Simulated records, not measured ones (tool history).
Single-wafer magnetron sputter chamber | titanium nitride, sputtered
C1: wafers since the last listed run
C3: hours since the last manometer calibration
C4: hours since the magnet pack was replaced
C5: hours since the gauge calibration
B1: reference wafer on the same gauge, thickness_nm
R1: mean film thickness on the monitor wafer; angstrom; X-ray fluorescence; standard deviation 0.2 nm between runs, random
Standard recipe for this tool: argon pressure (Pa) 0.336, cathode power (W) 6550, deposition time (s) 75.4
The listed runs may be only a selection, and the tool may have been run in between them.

run 1 hour=0.0 | argon_pressure_(Pa)=0.336 cathode_power_(W)=6550 deposition_time_(s)=75.4 | C1=0 wafers_on_the_sputter_target=1683 C3=1953.0 C4=4561.2 C5=317.5 | B1=102.929 | R1=903.15
run 2 hour=28.9 | argon_pressure_(Pa)=0.336 cathode_power_(W)=6550 deposition_time_(s)=75.4 | C1=558 wafers_on_the_sputter_target=2241 C3=1981.9 C4=4590.1 C5=346.4 | B1=102.852 | R1=898.40
run 3 hour=49.4 | argon_pressure_(Pa)=0.336 cathode_power_(W)=6550 deposition_time_(s)=75.4 | C1=396 wafers_on_the_sputter_target=2637 C3=2002.4 C4=4610.6 C5=366.9 | B1=102.928 | R1=898.87
-- hour=72.5 sputter target and shields replaced
run 4 hour=73.0 | argon_pressure_(Pa)=0.336 cathode_power_(W)=6550 deposition_time_(s)=75.4 | C1=301 wafers_on_the_sputter_target=10 C3=2026.0 C4=4634.2 C5=390.5 | B1=102.861 | R1=909.73
run 5 hour=100.3 | argon_pressure_(Pa)=0.336 cathode_power_(W)=6550 deposition_time_(s)=75.4 | C1=527 wafers_on_the_sputter_target=537 C3=2053.3 C4=4661.5 C5=417.8 | B1=102.878 | R1=907.90
-- hour=101.0 gauge calibrated
run 6 hour=112.9 | argon_pressure_(Pa)=0.336 cathode_power_(W)=6550 deposition_time_(s)=75.4 | C1=243 wafers_on_the_sputter_target=781 C3=2065.9 C4=4674.1 C5=11.9 | B1=102.908 | R1=906.84
run 7 hour=132.7 | argon_pressure_(Pa)=0.336 cathode_power_(W)=6550 deposition_time_(s)=75.4 | C1=382 wafers_on_the_sputter_target=1163 C3=2085.7 C4=4693.9 C5=31.7 | B1=102.922 | R1=902.19
run 8 hour=147.5 | argon_pressure_(Pa)=0.272 cathode_power_(W)=6550 deposition_time_(s)=62.0 | C1=285 wafers_on_the_sputter_target=1449 C3=2100.5 C4=4708.7 C5=46.5 | B1=102.884 | R1=760.62
-- hour=165.5 magnet pack replaced, of another model than before
run 9 hour=166.0 | argon_pressure_(Pa)=0.269 cathode_power_(W)=7350 deposition_time_(s)=85.1 | C1=202 wafers_on_the_sputter_target=1652 C3=2119.0 C4=0.5 C5=65.0 | B1=102.937 | R1=1185.69
run 10 hour=193.9 | argon_pressure_(Pa)=0.384 cathode_power_(W)=7600 deposition_time_(s)=75.4 | C1=539 wafers_on_the_sputter_target=2191 C3=2146.9 C4=28.4 C5=92.9 | B1=102.867 | R1=1012.01
-- hour=216.8 capacitance manometer re-zeroed and calibrated
-- hour=230.5 sputter target and shields replaced
run 11 hour=231.0 | argon_pressure_(Pa)=0.448 cathode_power_(W)=5250 deposition_time_(s)=86.6 | C1=407 wafers_on_the_sputter_target=10 C3=14.2 C4=65.5 C5=130.0 | B1=102.878 | R1=792.76
run 12 hour=248.1 | argon_pressure_(Pa)=0.336 cathode_power_(W)=7050 deposition_time_(s)=75.4 | C1=330 wafers_on_the_sputter_target=340 C3=31.3 C4=82.6 C5=147.1 | B1=102.900 | R1=981.22
run 13 hour=269.0 | argon_pressure_(Pa)=0.336 cathode_power_(W)=6550 deposition_time_(s)=75.4 | C1=403 wafers_on_the_sputter_target=744 C3=52.2 C4=103.5 C5=168.0 | B1=102.930 | R1=908.31
run 14 hour=294.1 | argon_pressure_(Pa)=0.336 cathode_power_(W)=7000 deposition_time_(s)=75.4 | C1=484 wafers_on_the_sputter_target=1229 C3=77.3 C4=128.6 C5=193.1 | B1=102.887 | R1=970.27
run 15 hour=328.2 | argon_pressure_(Pa)=0.336 cathode_power_(W)=5450 deposition_time_(s)=88.1 | C1=658 wafers_on_the_sputter_target=1888 C3=111.4 C4=162.7 C5=227.2 | B1=102.868 | R1=875.72

Forecast each of these 3 alternatives for the next run:
run A hour=328.6 | argon_pressure_(Pa)=0.336 cathode_power_(W)=6550 deposition_time_(s)=75.4 | C1=7 wafers_on_the_sputter_target=1896 C3=111.8 C4=163.1 C5=227.6 | B1=? | R1=?
run B hour=328.6 | argon_pressure_(Pa)=0.205 cathode_power_(W)=6050 deposition_time_(s)=61.6 | C1=7 wafers_on_the_sputter_target=1896 C3=111.8 C4=163.1 C5=227.6 | B1=? | R1=?
run C hour=328.6 | argon_pressure_(Pa)=0.300 cathode_power_(W)=8000 deposition_time_(s)=80.0 | C1=7 wafers_on_the_sputter_target=1896 C3=111.8 C4=163.1 C5=227.6 | B1=? | R1=?

run=A B1=102.906 R1=899.61
run=B B1=102.906 R1=733.13
run=C B1=102.906 R1=1190.45
Without the tool's unlogged condition, the same runs would have read:
run=A R1=912.69
run=B R1=743.79
run=C R1=1207.76

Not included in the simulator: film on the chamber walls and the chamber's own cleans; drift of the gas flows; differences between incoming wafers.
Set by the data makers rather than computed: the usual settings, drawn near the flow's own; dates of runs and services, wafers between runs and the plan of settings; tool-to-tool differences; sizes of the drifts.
